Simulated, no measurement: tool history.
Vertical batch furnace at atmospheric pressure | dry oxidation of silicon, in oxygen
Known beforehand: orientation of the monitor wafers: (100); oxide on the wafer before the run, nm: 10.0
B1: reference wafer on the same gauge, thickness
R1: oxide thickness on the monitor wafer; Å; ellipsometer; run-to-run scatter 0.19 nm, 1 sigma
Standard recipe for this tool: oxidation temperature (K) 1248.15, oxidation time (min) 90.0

run 1 hour=0.0 | oxidation_temperature_(K)=1259.15 oxidation_time_(min)=90.0 | B1=61.23 | R1=620.9
run 2 hour=181.7 | oxidation_temperature_(K)=1259.15 oxidation_time_(min)=90.0 | B1=61.27 | R1=621.4
run 3 hour=284.6 | oxidation_temperature_(K)=1259.15 oxidation_time_(min)=90.0 | B1=61.17 | R1=615.5
run 4 hour=367.1 | oxidation_temperature_(K)=1248.15 oxidation_time_(min)=90.0 | B1=61.26 | R1=572.0
run 5 hour=436.4 | oxidation_temperature_(K)=1248.15 oxidation_time_(min)=90.0 | B1=61.30 | R1=571.0
run 6 hour=502.7 | oxidation_temperature_(K)=1248.15 oxidation_time_(min)=90.0 | B1=61.26 | R1=572.8
run 7 hour=577.5 | oxidation_temperature_(K)=1248.15 oxidation_time_(min)=90.0 | B1=61.20 | R1=570.6
run 8 hour=678.1 | oxidation_temperature_(K)=1248.15 oxidation_time_(min)=90.0 | B1=61.17 | R1=570.5
run 9 hour=757.7 | oxidation_temperature_(K)=1248.15 oxidation_time_(min)=90.0 | B1=61.18 | R1=570.2
run 10 hour=804.4 | oxidation_temperature_(K)=1248.15 oxidation_time_(min)=90.0 | B1=61.18 | R1=571.1
run 11 hour=879.0 | oxidation_temperature_(K)=1238.15 oxidation_time_(min)=59.0 | B1=61.20 | R1=411.3
run 12 hour=948.2 | oxidation_temperature_(K)=1238.15 oxidation_time_(min)=59.0 | B1=61.23 | R1=410.9
run 13 hour=1028.6 | oxidation_temperature_(K)=1238.15 oxidation_time_(min)=59.0 | B1=61.26 | R1=411.7
run 14 hour=1100.6 | oxidation_temperature_(K)=1248.15 oxidation_time_(min)=90.0 | B1=61.24 | R1=570.9
run 15 hour=1156.7 | oxidation_temperature_(K)=1248.15 oxidation_time_(min)=90.0 | B1=61.21 | R1=570.3
run 16 hour=1246.0 | oxidation_temperature_(K)=1248.15 oxidation_time_(min)=74.5 | B1=61.19 | R1=506.5
run 17 hour=1319.8 | oxidation_temperature_(K)=1248.15 oxidation_time_(min)=74.5 | B1=61.24 | R1=503.6
run 18 hour=1380.7 | oxidation_temperature_(K)=1248.15 oxidation_time_(min)=90.0 | B1=61.16 | R1=570.7
run 19 hour=1453.2 | oxidation_temperature_(K)=1248.15 oxidation_time_(min)=90.0 | B1=61.20 | R1=569.6
run 20 hour=1516.1 | oxidation_temperature_(K)=1236.15 oxidation_time_(min)=51.0 | B1=61.22 | R1=374.7
run 21 hour=1651.2 | oxidation_temperature_(K)=1269.15 oxidation_time_(min)=135.0 | B1=61.15 | R1=885.5
run 22 hour=1688.5 | oxidation_temperature_(K)=1227.15 oxidation_time_(min)=51.0 | B1=61.17 | R1=349.3
run 23 hour=1736.3 | oxidation_temperature_(K)=1248.15 oxidation_time_(min)=90.0 | B1=61.18 | R1=572.2
run 24 hour=1798.9 | oxidation_temperature_(K)=1265.15 oxidation_time_(min)=105.5 | B1=61.14 | R1=722.1
-- hour=1836.7 gauge calibrated
-- hour=1867.1 boat lift adjusted
run 25 hour=1873.1 | oxidation_temperature_(K)=1254.15 oxidation_time_(min)=90.0 | B1=61.25 | R1=594.4
run 26 hour=1978.2 | oxidation_temperature_(K)=1260.15 oxidation_time_(min)=117.0 | B1=61.26 | R1=742.0
run 27 hour=2060.4 | oxidation_temperature_(K)=1248.15 oxidation_time_(min)=90.0 | B1=61.12 | R1=571.4
run 28 hour=2123.9 | oxidation_temperature_(K)=1240.15 oxidation_time_(min)=134.0 | B1=61.19 | R1=700.1
run 29 hour=2172.9 | oxidation_temperature_(K)=1262.15 oxidation_time_(min)=126.5 | B1=61.17 | R1=793.4
-- hour=2260.1 thermocouples replaced and temperature profile calibrated
run 30 hour=2271.4 | oxidation_temperature_(K)=1248.15 oxidation_time_(min)=90.0 | B1=61.17 | R1=570.8
run 31 hour=2311.2 | oxidation_temperature_(K)=1248.15 oxidation_time_(min)=90.0 | B1=61.20 | R1=572.0
run 32 hour=2392.4 | oxidation_temperature_(K)=1264.15 oxidation_time_(min)=59.0 | B1=61.13 | R1=497.6
run 33 hour=2435.0 | oxidation_temperature_(K)=1227.15 oxidation_time_(min)=90.0 | B1=61.23 | R1=489.4
run 34 hour=2515.2 | oxidation_temperature_(K)=1228.15 oxidation_time_(min)=90.0 | B1=61.20 | R1=493.5
run 35 hour=2572.9 | oxidation_temperature_(K)=1238.15 oxidation_time_(min)=90.0 | B1=61.20 | R1=533.3
run 36 hour=2643.5 | oxidation_temperature_(K)=1255.15 oxidation_time_(min)=118.0 | B1=61.22 | R1=722.4
run 37 hour=2719.9 | oxidation_temperature_(K)=1248.15 oxidation_time_(min)=111.5 | B1=61.21 | R1=658.3
run 38 hour=2785.1 | oxidation_temperature_(K)=1236.15 oxidation_time_(min)=60.5 | B1=61.28 | R1=412.1
run 39 hour=2860.0 | oxidation_temperature_(K)=1262.15 oxidation_time_(min)=65.5 | B1=61.18 | R1=518.8
run 40 hour=2961.8 | oxidation_temperature_(K)=1238.15 oxidation_time_(min)=58.0 | B1=61.23 | R1=404.7

For each run, what was the tool's unlogged condition?
true tube temperature minus thermocouple reading, K: 0 at every run
monitor wafer colder than the profiled boat position, K: 0 at every run
gauge reads high (%): 0 at every run
